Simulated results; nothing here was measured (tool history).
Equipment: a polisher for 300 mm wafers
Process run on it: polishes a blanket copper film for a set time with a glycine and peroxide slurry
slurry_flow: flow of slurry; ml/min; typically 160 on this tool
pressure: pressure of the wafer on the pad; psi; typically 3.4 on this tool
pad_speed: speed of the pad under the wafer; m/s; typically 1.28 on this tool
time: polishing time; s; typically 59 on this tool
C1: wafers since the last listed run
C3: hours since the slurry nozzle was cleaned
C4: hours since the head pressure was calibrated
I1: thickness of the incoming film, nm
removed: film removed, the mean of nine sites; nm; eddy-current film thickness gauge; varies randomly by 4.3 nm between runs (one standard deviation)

Run 1, hour 0: usual settings; C1 0; wafers polished on this pad 330; C3 343.3; C4 278.4; I1 2411. Result: removed 442.1 nm.
Run 2, hour 46.1: usual settings; C1 529; wafers polished on this pad 860; C3 389.4; C4 324.5; I1 2357.5. Result: removed 442.2 nm.
Run 3, hour 84.1: usual settings but slurry_flow 195 ml/min, pressure 4 psi; C1 436; wafers polished on this pad 1296; C3 427.4; C4 362.5; I1 2362.9. Result: removed 525.1 nm.
At hour 105.8: slurry nozzle cleaned.
Run 4, hour 150.1: usual settings; C1 747; wafers polished on this pad 2043; C3 44.3; C4 428.5; I1 2397.3. Result: removed 438.2 nm.
Run 5, hour 336.7: usual settings; C1 2144; wafers polished on this pad 4188; C3 230.9; C4 615.1; I1 2362.9. Result: removed 424.9 nm.
Run 6, hour 379: usual settings; C1 486; wafers polished on this pad 4674; C3 273.2; C4 657.4; I1 2393.4. Result: removed 422.5 nm.
Run 7, hour 446.4: usual settings; C1 774; wafers polished on this pad 5449; C3 340.6; C4 724.8; I1 2378.3. Result: removed 415.2 nm.
Run 8, hour 471.4: usual settings; C1 287; wafers polished on this pad 5736; C3 365.6; C4 749.8; I1 2373.4. Result: removed 409.7 nm.
At hour 496.4: worn pad replaced by a new one, repeated, since the last time left the tool worse.
Run 9, hour 539.9: usual settings; C1 741; wafers polished on this pad 499; C3 434.1; C4 818.3; I1 2425.2. Result: removed 485.9 nm.
Run 10, hour 566.7: usual settings but slurry_flow 195 ml/min; C1 308; wafers polished on this pad 807; C3 460.9; C4 845.1; I1 2375.3. Result: removed 485.3 nm.
At hour 609: slurry nozzle cleaned.
Run 11, hour 623: usual settings but time 65 s; C1 635; wafers polished on this pad 1442; C3 14; C4 901.4; I1 2343.7. Result: removed 529.9 nm.
Run 12, hour 820.8: usual settings; C1 2273; wafers polished on this pad 3716; C3 211.8; C4 1099.2; I1 2363.5. Result: removed 471.7 nm.
Run 13, hour 850: usual settings; C1 335; wafers polished on this pad 4051; C3 241; C4 1128.4; I1 2378.4. Result: removed 470 nm.
Run 14, hour 908.7: usual settings; C1 674; wafers polished on this pad 4726; C3 299.7; C4 1187.1; I1 2354.6. Result: removed 461.2 nm.
Run 15, hour 956.3: usual settings but pressure 3.7 psi; C1 547; wafers polished on this pad 5273; C3 347.3; C4 1234.7; I1 2396.4. Result: removed 496.8 nm.
At hour 1001.4: worn pad replaced by a new one.
Run 16, hour 1003.6: usual settings but slurry_flow 145 ml/min, pad_speed 1.08 m/s; C1 497; wafers polished on this pad 25; C3 394.6; C4 1282; I1 2399.2. Result: removed 431.4 nm.
Run 17, hour 1065.8: usual settings; C1 714; wafers polished on this pad 740; C3 456.8; C4 1344.2; I1 2409.4. Result: removed 476.5 nm.
At hour 1099.2: slurry nozzle cleaned.
Run 18, hour 1116: usual settings but slurry_flow 200 ml/min; C1 565; wafers polished on this pad 1305; C3 16.8; C4 1394.4; I1 2377.7. Result: removed 492 nm.
At hour 1148.4: head pressure recalibrated.
Run 19, hour 1148.9: usual settings; C1 355; wafers polished on this pad 1660; C3 49.7; C4 0.5; I1 2399.2. Result: removed 481 nm.
Run 20, hour 1175.7: usual settings; C1 308; wafers polished on this pad 1968; C3 76.5; C4 27.3; I1 2394.7. Result: removed 477.9 nm.
Run 21, hour 1230.1: usual settings but slurry_flow 120 ml/min; C1 625; wafers polished on this pad 2593; C3 130.9; C4 81.7; I1 2382.2. Result: removed 450.1 nm.
Run 22, hour 1280.4: usual settings but slurry_flow 125 ml/min, pressure 3.8 psi, pad_speed 1.6 m/s, time 41 s; C1 578; wafers polished on this pad 3171; C3 181.2; C4 132; I1 2362.6. Result: removed 408.7 nm.
Run 23, hour 1335.1: usual settings but pressure 4.4 psi; C1 628; wafers polished on this pad 3800; C3 235.9; C4 186.7; I1 2397.3. Result: removed 591.9 nm.
Run 24, hour 1363.6: usual settings but slurry_flow 125 ml/min, pressure 2.3 psi, pad_speed 1.46 m/s, time 44 s; C1 327; wafers polished on this pad 4128; C3 264.4; C4 215.2; I1 2409.2. Result: removed 265.9 nm.
Run 25, hour 1417.2: usual settings but slurry_flow 135 ml/min, pressure 2.4 psi, pad_speed 1.5 m/s, time 47 s; C1 616; wafers polished on this pad 4744; C3 318; C4 268.8; I1 2360.7. Result: removed 293.2 nm.
At hour 1448.3: worn pad replaced by a new one.
Run 26, hour 1461.7: usual settings but slurry_flow 125 ml/min, pressure 2.3 psi, pad_speed 1.04 m/s, time 53 s; C1 465; wafers polished on this pad 153; C3 362.5; C4 313.3; I1 2427.1. Result: removed 265.2 nm.
Run 27, hour 1513.1: usual settings; C1 590; wafers polished on this pad 744; C3 413.9; C4 364.7; I1 2407.9. Result: removed 486.6 nm.
Run 28, hour 1545.6: usual settings but slurry_flow 140 ml/min, pressure 2.6 psi, pad_speed 1.04 m/s; C1 373; wafers polished on this pad 1117; C3 446.4; C4 397.2; I1 2368.4. Result: removed 332.8 nm.
At hour 1562.7: slurry nozzle cleaned.
Run 29, hour 1610.5: usual settings but slurry_flow 185 ml/min, pressure 3.9 psi, pad_speed 1.48 m/s, time 53 s; C1 734; wafers polished on this pad 1852; C3 47.8; C4 462.1; I1 2429.8. Result: removed 547.8 nm.
Run 30, hour 1635.1: usual settings but pressure 2.5 psi, pad_speed 1.5 m/s; C1 282; wafers polished on this pad 2134; C3 72.4; C4 486.7; I1 2370. Result: removed 406 nm.
Run 31, hour 1692.5: usual settings but pressure 4.4 psi, pad_speed 1.62 m/s, time 64 s; C1 659; wafers polished on this pad 2794; C3 129.8; C4 544.1; I1 2407.1. Result: removed 758.4 nm.
Run 32, hour 1761.5: usual settings but slurry_flow 110 ml/min, pressure 2.3 psi, pad_speed 1.02 m/s, time 42 s; C1 792; wafers polished on this pad 3587; C3 198.8; C4 613.1; I1 2383.3. Result: removed 201.5 nm.
Run 33, hour 1792: usual settings but pressure 2.7 psi; C1 350; wafers polished on this pad 3937; C3 229.3; C4 643.6; I1 2414.4. Result: removed 382.3 nm.
Run 34, hour 1933: usual settings but pad_speed 0.9 m/s; C1 1620; wafers polished on this pad 5558; C3 370.3; C4 784.6; I1 2405.8. Result: removed 371.6 nm.
At hour 1956.5: worn pad replaced by a new one.
Run 35, hour 1980.9: usual settings but pressure 2.2 psi, pad_speed 1.16 m/s; C1 504; wafers polished on this pad 280; C3 418.2; C4 832.5; I1 2442.4. Result: removed 315.5 nm.
Run 36, hour 2025.4: usual settings but pad_speed 1.1 m/s; C1 511; wafers polished on this pad 791; C3 462.7; C4 877; I1 2409. Result: removed 439.6 nm.

Forecast each of these 5 alternatives for the next run:
Run A, hour 2025.8: usual settings; C1 4; wafers polished on this pad 796; C3 463.1; C4 877.4; I1 2376.2. Result: removed ?.
Run B, hour 2025.8: usual settings but slurry_flow 200 ml/min, pad_speed 1.48 m/s, time 70 s; C1 4; wafers polished on this pad 796; C3 463.1; C4 877.4; I1 2376.2. Result: removed ?.
Run C, hour 2025.8: usual settings but slurry_flow 180 ml/min, pressure 2.8 psi, pad_speed 0.86 m/s, time 72 s; C1 4; wafers polished on this pad 796; C3 463.1; C4 877.4; I1 2376.2. Result: removed ?.
Run D, hour 2025.8: usual settings but slurry_flow 180 ml/min, pad_speed 0.94 m/s, time 78 s; C1 4; wafers polished on this pad 796; C3 463.1; C4 877.4; I1 2376.2. Result: removed ?.
Run E, hour 2025.8: usual settings but slurry_flow 115 ml/min, pressure 4.4 psi, pad_speed 1.12 m/s, time 78 s; C1 4; wafers polished on this pad 796; C3 463.1; C4 877.4; I1 2376.2. Result: removed ?.

run  removed
  A    479.6
  B    638.9
  C    401.1
  D    536.1
  E    707.7
With no hidden state in the tool, these same runs would have given:
run  removed
  A    482.3
  B    642.6
  C    403.4
  D    539.2
  E    711.7

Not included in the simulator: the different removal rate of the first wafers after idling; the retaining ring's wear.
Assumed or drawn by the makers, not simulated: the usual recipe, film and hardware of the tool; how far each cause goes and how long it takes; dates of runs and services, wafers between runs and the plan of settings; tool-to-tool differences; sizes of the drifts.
